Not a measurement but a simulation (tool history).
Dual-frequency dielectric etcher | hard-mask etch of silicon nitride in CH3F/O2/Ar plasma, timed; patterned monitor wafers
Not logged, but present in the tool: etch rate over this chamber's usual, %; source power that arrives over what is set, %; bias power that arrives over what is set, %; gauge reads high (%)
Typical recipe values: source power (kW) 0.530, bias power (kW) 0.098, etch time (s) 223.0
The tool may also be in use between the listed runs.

run	day	source power (kW)	bias power (kW)	etch time (s)	wafers since the last listed run	hours since the last wet clean	hours since the last source power generator calibration	hours since the last bias power generator calibration	hours since the last upper electrode change	hours since the gauge calibration	read-back reference wafer on the same gauge, depth_nm	mean etch depth across the wafer (nm)
1	0.000	0.530	0.098	255.5	0	149.3	1421.9	4859.2	0.5	137.3	139.9	200.4
2	2.692	0.530	0.098	255.5	380	213.9	1486.5	4923.8	65.1	201.9	139.9	200.3
# day 3.746: bias power generator calibrated
3	4.962	0.530	0.098	223.0	297	268.4	1541.0	29.2	119.6	256.4	139.9	174.2
4	9.450	0.530	0.098	223.0	634	376.1	1648.7	136.9	227.3	364.1	140.0	175.6
5	12.671	0.530	0.098	223.0	455	453.4	1726.0	214.2	304.6	441.4	139.9	175.0
6	15.050	0.530	0.098	223.0	336	510.5	1783.1	271.3	361.7	498.5	139.9	176.4
7	24.400	0.530	0.098	223.0	1322	734.9	2007.5	495.7	586.1	722.9	139.9	175.5
8	27.692	0.660	0.083	191.5	465	813.9	2086.5	574.7	665.1	801.9	140.0	158.1
# day 30.708: wet clean of the chamber
9	31.917	0.530	0.118	223.0	455	29.0	2187.9	676.1	766.5	903.3	140.2	190.5
10	35.146	0.620	0.113	164.5	456	106.5	2265.4	753.6	844.0	980.8	139.9	150.6
11	39.646	0.530	0.098	223.0	636	214.5	2373.4	861.6	952.0	1088.8	140.0	176.8
12	43.867	0.530	0.076	252.0	596	315.8	2474.7	962.9	1053.3	1190.1	140.0	178.2
13	46.221	0.640	0.107	171.5	332	372.3	2531.2	1019.4	1109.8	1246.6	140.2	156.0
14	47.779	0.530	0.098	223.0	220	409.7	2568.6	1056.8	1147.2	1284.0	140.0	175.7
15	49.992	0.530	0.085	223.0	312	462.8	2621.7	1109.9	1200.3	1337.1	139.9	165.3
16	51.617	0.630	0.098	223.0	229	501.8	2660.7	1148.9	1239.3	1376.1	140.1	194.0
17	53.167	0.590	0.084	162.5	219	539.0	2697.9	1186.1	1276.5	1413.3	140.0	128.5
18	54.679	0.430	0.098	285.0	213	575.3	2734.2	1222.4	1312.8	1449.6	139.9	196.0
19	57.738	0.440	0.098	205.0	432	648.7	2807.6	1295.8	1386.2	1523.0	139.9	144.4
20	61.583	0.610	0.080	271.0	543	741.0	2899.9	1388.1	1478.5	1615.3	140.0	214.9
# day 61.967: source power generator calibrated
# day 64.983: wet clean of the chamber
21	65.746	0.530	0.098	195.0	423	18.3	90.7	1488.0	1578.4	1715.2	140.0	151.4
22	77.221	0.530	0.107	223.0	1622	293.7	366.1	1763.4	1853.8	1990.6	140.0	180.4
23	80.142	0.400	0.120	223.0	412	363.8	436.2	1833.5	1923.9	2060.7	140.0	157.7
24	82.671	0.530	0.098	223.0	357	424.5	496.9	1894.2	1984.6	2121.4	140.1	173.9
25	85.325	0.660	0.113	159.0	375	488.2	560.6	1957.9	2048.3	2185.1	140.2	148.5
26	89.125	0.530	0.098	223.0	537	579.4	651.8	2049.1	2139.5	2276.3	139.9	173.6
27	92.246	0.530	0.098	223.0	441	654.3	726.7	2124.0	2214.4	2351.2	140.0	174.1
28	96.612	0.530	0.098	181.0	617	759.1	831.5	2228.8	2319.2	2456.0	140.0	141.2
29	98.158	0.530	0.084	186.0	218	796.2	868.6	2265.9	2356.3	2493.1	140.1	134.8

The same runs without the tool's hidden state, with the same run-to-run variation:
run	mean etch depth across the wafer (nm)
1	197.9
2	197.8
3	171.9
4	173.2
5	172.5
6	173.9
7	172.7
8	155.4
9	187.3
10	148.0
11	173.6
12	174.7
13	153.0
14	172.3
15	162.0
16	190.1
17	125.9
18	192.0
19	141.4
20	210.2
21	151.2
22	179.8
23	157.1
24	173.1
25	147.8
26	172.7
27	173.2
28	140.3
29	133.9

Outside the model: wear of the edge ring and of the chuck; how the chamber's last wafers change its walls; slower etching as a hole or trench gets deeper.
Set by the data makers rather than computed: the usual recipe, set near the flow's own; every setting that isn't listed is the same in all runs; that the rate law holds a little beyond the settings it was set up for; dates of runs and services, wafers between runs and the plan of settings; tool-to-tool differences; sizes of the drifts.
